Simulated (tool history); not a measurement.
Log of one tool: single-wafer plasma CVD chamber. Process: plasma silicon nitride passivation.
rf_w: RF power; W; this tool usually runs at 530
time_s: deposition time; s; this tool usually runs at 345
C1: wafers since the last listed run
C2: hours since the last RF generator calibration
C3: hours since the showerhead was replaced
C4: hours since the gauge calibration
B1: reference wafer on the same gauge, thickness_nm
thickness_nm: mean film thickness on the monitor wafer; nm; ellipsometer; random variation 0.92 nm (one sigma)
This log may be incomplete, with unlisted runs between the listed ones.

{"run": 1, "hour": 0.0, "rf_w": 530, "time_s": 359, "C1": 0, "C2": 1834.7, "C3": 3456.9, "C4": 29.3, "B1": 481.753, "thickness_nm": 501.635}
{"run": 2, "hour": 43.3, "rf_w": 530, "time_s": 345, "C1": 265, "C2": 1878, "C3": 3500.2, "C4": 72.6, "B1": 481.584, "thickness_nm": 482.199}
{"run": 3, "hour": 97.4, "rf_w": 500, "time_s": 325, "C1": 331, "C2": 1932.1, "C3": 3554.3, "C4": 126.7, "B1": 481.934, "thickness_nm": 447.99}
{"run": 4, "hour": 126.0, "rf_w": 590, "time_s": 327, "C1": 175, "C2": 1960.7, "C3": 3582.9, "C4": 155.3, "B1": 482.079, "thickness_nm": 466.552}
{"run": 5, "hour": 192.5, "rf_w": 590, "time_s": 327, "C1": 407, "C2": 2027.2, "C3": 3649.4, "C4": 221.8, "B1": 481.872, "thickness_nm": 465.863}
{"run": 6, "hour": 258.9, "rf_w": 530, "time_s": 345, "C1": 406, "C2": 2093.6, "C3": 3715.8, "C4": 288.2, "B1": 482.043, "thickness_nm": 480.762}
{"run": 7, "hour": 291.2, "rf_w": 530, "time_s": 345, "C1": 197, "C2": 2125.9, "C3": 3748.1, "C4": 320.5, "B1": 482.19, "thickness_nm": 479.668}
{"run": 8, "hour": 317.9, "rf_w": 530, "time_s": 345, "C1": 163, "C2": 2152.6, "C3": 3774.8, "C4": 347.2, "B1": 481.755, "thickness_nm": 480.746}
{"run": 9, "hour": 374.0, "rf_w": 580, "time_s": 345, "C1": 343, "C2": 2208.7, "C3": 3830.9, "C4": 403.3, "B1": 482.067, "thickness_nm": 490.235}
{"run": 10, "hour": 402.0, "rf_w": 530, "time_s": 345, "C1": 171, "C2": 2236.7, "C3": 3858.9, "C4": 431.3, "B1": 482.282, "thickness_nm": 481.485}
{"run": 11, "hour": 470.3, "rf_w": 530, "time_s": 345, "C1": 418, "C2": 2305, "C3": 3927.2, "C4": 499.6, "B1": 482.199, "thickness_nm": 480.142}
{"run": 12, "hour": 510.4, "rf_w": 530, "time_s": 345, "C1": 245, "C2": 2345.1, "C3": 3967.3, "C4": 539.7, "B1": 482.137, "thickness_nm": 480.539}
{"run": 13, "hour": 556.3, "rf_w": 530, "time_s": 345, "C1": 281, "C2": 2391, "C3": 4013.2, "C4": 585.6, "B1": 481.668, "thickness_nm": 481.692}
{"run": 14, "hour": 589.1, "rf_w": 610, "time_s": 297, "C1": 200, "C2": 2423.8, "C3": 4046, "C4": 618.4, "B1": 481.855, "thickness_nm": 427.333}
{"run": 15, "hour": 643.5, "rf_w": 530, "time_s": 390, "C1": 333, "C2": 2478.2, "C3": 4100.4, "C4": 672.8, "B1": 481.858, "thickness_nm": 542.609}
{"run": 16, "hour": 679.4, "rf_w": 530, "time_s": 307, "C1": 219, "C2": 2514.1, "C3": 4136.3, "C4": 708.7, "B1": 482.203, "thickness_nm": 426.924}
{"hour": 704.3, "done": "RF generator calibrated"}
{"run": 17, "hour": 707.6, "rf_w": 530, "time_s": 345, "C1": 123, "C2": 3.3, "C3": 4164.5, "C4": 736.9, "B1": 482.445, "thickness_nm": 488.603}
{"hour": 767.2, "done": "gauge calibrated"}
{"hour": 770.5, "done": "showerhead replaced"}
{"run": 18, "hour": 771.0, "rf_w": 630, "time_s": 369, "C1": 339, "C2": 66.7, "C3": 0.5, "C4": 3.8, "B1": 481.621, "thickness_nm": 545.443}
{"run": 19, "hour": 822.9, "rf_w": 495, "time_s": 281, "C1": 317, "C2": 118.6, "C3": 52.4, "C4": 55.7, "B1": 481.96, "thickness_nm": 391.3}
{"run": 20, "hour": 960.6, "rf_w": 460, "time_s": 300, "C1": 843, "C2": 256.3, "C3": 190.1, "C4": 193.4, "B1": 481.919, "thickness_nm": 411.485}
{"run": 21, "hour": 1002.6, "rf_w": 610, "time_s": 345, "C1": 257, "C2": 298.3, "C3": 232.1, "C4": 235.4, "B1": 482.196, "thickness_nm": 501.111}
{"run": 22, "hour": 1040.0, "rf_w": 585, "time_s": 312, "C1": 229, "C2": 335.7, "C3": 269.5, "C4": 272.8, "B1": 481.746, "thickness_nm": 449.64}
{"run": 23, "hour": 1084.2, "rf_w": 560, "time_s": 290, "C1": 270, "C2": 379.9, "C3": 313.7, "C4": 317, "B1": 481.816, "thickness_nm": 412.677}
{"run": 24, "hour": 1112.9, "rf_w": 605, "time_s": 304, "C1": 175, "C2": 408.6, "C3": 342.4, "C4": 345.7, "B1": 481.514, "thickness_nm": 440.286}
{"run": 25, "hour": 1158.2, "rf_w": 610, "time_s": 345, "C1": 277, "C2": 453.9, "C3": 387.7, "C4": 391, "B1": 482.217, "thickness_nm": 500.93}
{"run": 26, "hour": 1193.5, "rf_w": 530, "time_s": 295, "C1": 216, "C2": 489.2, "C3": 423, "C4": 426.3, "B1": 481.959, "thickness_nm": 414.597}

State the hidden condition of the tool at each of the runs:
gauge reads high (%): 0 on each run
H1: delivered RF power above the setpoint (%)
run=1 H1=-8.12
run=2 H1=-8.16
run=3 H1=-8.21
run=4 H1=-8.23
run=5 H1=-8.29
run=6 H1=-8.33
run=7 H1=-8.36
run=8 H1=-8.37
run=9 H1=-8.41
run=10 H1=-8.42
run=11 H1=-8.46
run=12 H1=-8.48
run=13 H1=-8.5
run=14 H1=-8.52
run=15 H1=-8.54
run=16 H1=-8.56
run=17 H1=-0.625
run=18 H1=-1.3
run=19 H1=-1.82
run=20 H1=-3.02
run=21 H1=-3.35
run=22 H1=-3.62
run=23 H1=-3.93
run=24 H1=-4.12
run=25 H1=-4.41
run=26 H1=-4.62

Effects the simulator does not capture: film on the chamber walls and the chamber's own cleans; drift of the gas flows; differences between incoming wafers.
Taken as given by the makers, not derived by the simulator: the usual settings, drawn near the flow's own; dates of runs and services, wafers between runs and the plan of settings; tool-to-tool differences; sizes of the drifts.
